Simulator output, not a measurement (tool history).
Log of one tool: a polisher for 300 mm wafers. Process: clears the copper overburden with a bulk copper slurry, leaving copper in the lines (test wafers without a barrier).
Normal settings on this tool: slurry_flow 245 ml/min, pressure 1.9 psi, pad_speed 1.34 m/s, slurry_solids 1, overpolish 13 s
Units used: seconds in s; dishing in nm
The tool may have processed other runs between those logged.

run,day,slurry_flow,pressure,pad_speed,slurry_solids,overpolish,wafers since the last listed run,wafers polished on this pad,hours since the slurry nozzle was cleaned,hours since the head pressure was calibrated,hours since the slurry blender was calibrated,"incoming thickness of the incoming film, nm",seconds,dishing
1,0,245,1.9,1.34,1,13,0,1721,546.3,271.4,543.4,1087,125.7,64.8
2,1.704,245,1.9,1.34,1,13,376,2098,587.2,312.3,584.3,1080.5,125.7,63.9
3,3.879,245,1.9,1.34,1,13,480,2578,639.4,364.5,636.5,1084.4,127.5,62.9
# day 3.971: slurry nozzle cleaned
# day 5.867: slurry blender recalibrated
4,7.042,245,1.9,1.34,1,13,670,3248,73.7,440.4,28.2,1078.1,122.4,67.9
5,9.85,245,1.9,1.34,1,13,619,3868,141.1,507.8,95.6,1113.1,128.9,66.3
# day 11.508: head pressure recalibrated
6,13.188,245,1.9,1.34,1,13,718,4586,221.2,40.3,175.7,1094.3,126.1,67.1
# day 15.746: worn pad replaced by a new one
7,17.004,245,1.9,1.34,1,13,805,277,312.8,131.9,267.3,1082.8,113.6,69.4
8,19.571,245,1.9,1.34,1.2,13,566,843,374.4,193.5,328.9,1076,115.8,71.2
9,21.362,245,1.9,1.34,1,13,395,1239,417.4,236.5,371.9,1085.5,121.8,65.9
10,23.146,245,1.9,0.94,1,13,393,1633,460.2,279.3,414.7,1074,175.2,52
11,24.908,245,1.9,1.74,1,18,389,2022,502.5,321.6,457,1108.6,100.8,96.8
# day 30.346: slurry nozzle cleaned
# day 32.821: slurry blender recalibrated
# day 33.296: head pressure recalibrated
12,38.038,245,1.9,1.34,1,13,2852,4874,184.6,113.8,125.2,1068.6,121.9,67.1
13,40.221,270,1.3,1.08,1,13,481,5356,237,166.2,177.6,1088,199.2,47.2
14,42.517,205,1.9,1.62,1,13,506,5862,292.1,221.3,232.7,1077.8,106.3,72.9
# day 44.225: worn pad replaced by a new one
15,44.442,205,1.9,1.62,1,13,388,47,338.3,267.5,278.9,1080.4,99.4,76.9
16,46.688,245,1.9,0.9,1,13,495,543,392.2,321.4,332.8,1102.2,172.3,53.5
17,49.446,245,1.9,1.34,1,13,608,1152,458.4,387.6,399,1106.7,120.8,67.5
18,51.262,280,1.9,1.7,1.25,20,401,1553,502,431.2,442.6,1097.5,97.5,99.5
19,54.983,245,1.9,1.34,0.75,7,821,2374,591.3,520.5,531.9,1091.9,139.6,39
# day 56.692: slurry blender recalibrated
20,56.712,245,2.1,1.34,1,13,363,2738,632.8,562,0.5,1103.9,116.3,69
# day 57.238: slurry nozzle cleaned
21,60.792,305,2.6,1.34,1.25,8,891,3629,85.3,659.9,98.4,1085.5,96.7,61.4
# day 62.267: head pressure recalibrated
22,62.896,190,1.9,1.48,1.15,13,446,4075,135.8,15.1,148.9,1076,115.2,73

Forecast run 23:
23,65.242,190,1.9,1.34,1,13,517,4593,192.1,71.4,205.2,1082.9,?,?

seconds: 133 s
dishing: 62.1 nm
With no hidden state in the tool, this same run would have given seconds 116 s, dishing 68.3 nm.
